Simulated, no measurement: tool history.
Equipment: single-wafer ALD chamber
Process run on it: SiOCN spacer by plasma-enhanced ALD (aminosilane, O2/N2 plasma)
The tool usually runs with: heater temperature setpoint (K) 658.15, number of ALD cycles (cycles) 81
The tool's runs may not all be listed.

run,hour,heater temperature setpoint (K),number of ALD cycles (cycles),wafers since the last listed run,hours since the last thermocouple change,hours since the gauge calibration,"read-back reference wafer on the same gauge, thickness_nm",mean film thickness on the monitor wafer (nm)
1,0,658.15,81,0,2311.1,155.2,4.776,4.523
2,8.9,658.15,81,37,2320,164.1,4.782,4.52
3,16.3,658.15,81,31,2327.4,171.5,4.776,4.505
4,32.3,658.15,81,67,2343.4,187.5,4.775,4.509
5,46.9,658.15,81,61,2358,202.1,4.781,4.547
6,54.9,658.15,71,33,2366,210.1,4.782,3.964
7,65,658.15,71,42,2376.1,220.2,4.778,3.963
8,75,658.15,71,42,2386.1,230.2,4.782,3.979
9,87.1,658.15,81,50,2398.2,242.3,4.777,4.537
10,100.6,658.15,69,56,2411.7,255.8,4.783,3.845
11,117.3,658.15,69,70,2428.4,272.5,4.781,3.849
12,134.1,658.15,69,70,2445.2,289.3,4.781,3.861
13,149.5,658.15,86,64,2460.6,304.7,4.777,4.801
14,159.7,658.15,86,42,2470.8,314.9,4.777,4.806
15,182.2,658.15,88,94,2493.3,337.4,4.777,4.905
16,222.3,669.15,87,168,2533.4,377.5,4.779,4.866
17,231.6,658.15,81,39,2542.7,386.8,4.781,4.523
18,243,658.15,81,47,2554.1,398.2,4.776,4.526
19,255.9,658.15,71,54,2567,411.1,4.787,3.962
20,268.7,658.15,71,53,2579.8,423.9,4.782,3.981
21,275.5,671.15,88,28,2586.6,430.7,4.781,4.905
# hour 283.4: gauge calibrated
# hour 294: thermocouple changed; heater temperature recalibrated
22,294.5,658.15,81,46,0.5,11.1,4.781,4.535
23,298.2,649.15,74,15,4.2,14.8,4.779,4.118
24,307.1,658.15,81,37,13.1,23.7,4.778,4.511
25,315.4,673.15,75,34,21.4,32,4.785,4.157
26,327.6,643.15,89,51,33.6,44.2,4.783,4.958
27,342.7,668.15,81,63,48.7,59.3,4.779,4.524
28,370.8,667.15,86,118,76.8,87.4,4.779,4.801
29,420,658.15,90,207,126,136.6,4.784,5.016

What the log doesn't show, run by run:
wafer temperature above the value expected at the setpoint (K): 0 on each run
gauge reads high (%): 0 on each run

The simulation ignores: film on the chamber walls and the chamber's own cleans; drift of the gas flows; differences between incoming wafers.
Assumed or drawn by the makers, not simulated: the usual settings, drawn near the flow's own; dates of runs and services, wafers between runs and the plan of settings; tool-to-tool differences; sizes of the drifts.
